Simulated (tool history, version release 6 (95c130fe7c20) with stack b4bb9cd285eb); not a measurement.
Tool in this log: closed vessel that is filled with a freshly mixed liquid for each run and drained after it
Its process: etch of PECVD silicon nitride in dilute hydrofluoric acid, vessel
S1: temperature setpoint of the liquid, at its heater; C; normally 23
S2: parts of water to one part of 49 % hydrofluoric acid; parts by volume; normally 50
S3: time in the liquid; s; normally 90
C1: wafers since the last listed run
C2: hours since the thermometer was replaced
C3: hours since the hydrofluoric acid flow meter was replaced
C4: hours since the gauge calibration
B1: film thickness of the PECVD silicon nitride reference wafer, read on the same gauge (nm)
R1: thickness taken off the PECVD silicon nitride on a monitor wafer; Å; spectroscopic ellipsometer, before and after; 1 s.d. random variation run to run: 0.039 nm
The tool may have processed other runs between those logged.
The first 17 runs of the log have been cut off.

{"run": 18, "day": 8.425, "S1": 28, "S2": 70, "S3": 40, "C1": 503, "C2": 2729.4, "C3": 1649.9, "C4": 14.4, "B1": 50.01, "R1": 33}
{"run": 19, "day": 8.946, "S1": 23, "S2": 50, "S3": 90, "C1": 968, "C2": 2741.9, "C3": 1662.4, "C4": 26.9, "B1": 50, "R1": 73.8}
{"run": 20, "day": 9.492, "S1": 25, "S2": 50, "S3": 90, "C1": 1015, "C2": 2755, "C3": 1675.5, "C4": 40, "B1": 49.98, "R1": 84.7}
{"run": 21, "day": 10.038, "S1": 23, "S2": 50, "S3": 115, "C1": 1015, "C2": 2768.1, "C3": 1688.6, "C4": 53.1, "B1": 49.97, "R1": 93.9}
{"run": 22, "day": 10.683, "S1": 20, "S2": 50, "S3": 90, "C1": 1201, "C2": 2783.6, "C3": 1704.1, "C4": 68.6, "B1": 50, "R1": 60.2}
{"day": 10.838, "done": "hydrofluoric acid flow meter replaced"}
{"run": 23, "day": 11.267, "S1": 23, "S2": 65, "S3": 75, "C1": 1007, "C2": 2797.6, "C3": 10.3, "C4": 82.6, "B1": 50, "R1": 43.6}
{"day": 13.158, "done": "thermometer replaced"}
{"run": 24, "day": 13.204, "S1": 20.5, "S2": 60, "S3": 45, "C1": 3526, "C2": 1.1, "C3": 56.8, "C4": 129.1, "B1": 50.01, "R1": 24}
{"run": 25, "day": 13.758, "S1": 21, "S2": 50, "S3": 90, "C1": 1030, "C2": 14.4, "C3": 70.1, "C4": 142.4, "B1": 49.99, "R1": 58.9}
{"run": 26, "day": 14.288, "S1": 26.5, "S2": 75, "S3": 90, "C1": 984, "C2": 27.1, "C3": 82.8, "C4": 155.1, "B1": 49.99, "R1": 57.9}
{"run": 27, "day": 15.017, "S1": 23, "S2": 50, "S3": 90, "C1": 1356, "C2": 44.6, "C3": 100.3, "C4": 172.6, "B1": 49.98, "R1": 67.8}
{"run": 28, "day": 15.671, "S1": 19, "S2": 50, "S3": 90, "C1": 1216, "C2": 60.3, "C3": 116, "C4": 188.3, "B1": 49.98, "R1": 51.4}
{"run": 29, "day": 15.958, "S1": 23, "S2": 50, "S3": 90, "C1": 534, "C2": 67.2, "C3": 122.9, "C4": 195.2, "B1": 50.01, "R1": 67.8}
{"run": 30, "day": 16.625, "S1": 21.5, "S2": 30, "S3": 120, "C1": 1239, "C2": 83.2, "C3": 138.9, "C4": 211.2, "B1": 50.01, "R1": 135.1}
{"run": 31, "day": 17.004, "S1": 23, "S2": 50, "S3": 90, "C1": 705, "C2": 92.3, "C3": 148, "C4": 220.3, "B1": 50, "R1": 68.2}
{"run": 32, "day": 17.338, "S1": 23, "S2": 50, "S3": 40, "C1": 619, "C2": 100.3, "C3": 156, "C4": 228.3, "B1": 50, "R1": 30}

Branching from run 32: 5 alternative next runs. What would each branch give?
{"run": "A", "day": 17.367, "S1": 23, "S2": 50, "S3": 45, "C1": 54, "C2": 101, "C3": 156.7, "C4": 229, "B1": "?", "R1": "?"}
{"run": "B", "day": 17.367, "S1": 27.5, "S2": 50, "S3": 90, "C1": 54, "C2": 101, "C3": 156.7, "C4": 229, "B1": "?", "R1": "?"}
{"run": "C", "day": 17.367, "S1": 23, "S2": 30, "S3": 140, "C1": 54, "C2": 101, "C3": 156.7, "C4": 229, "B1": "?", "R1": "?"}
{"run": "D", "day": 17.367, "S1": 23, "S2": 50, "S3": 130, "C1": 54, "C2": 101, "C3": 156.7, "C4": 229, "B1": "?", "R1": "?"}
{"run": "E", "day": 17.367, "S1": 27, "S2": 50, "S3": 130, "C1": 54, "C2": 101, "C3": 156.7, "C4": 229, "B1": "?", "R1": "?"}

run=A B1=50 R1=34.1
run=B B1=50 R1=92.1
run=C B1=50 R1=174.2
run=D B1=50 R1=98.5
run=E B1=50 R1=128.8
What these runs would have given with no unlogged condition in the tool:
run=A R1=33.3
run=B R1=89.9
run=C R1=170.1
run=D R1=96.1
run=E R1=125.7
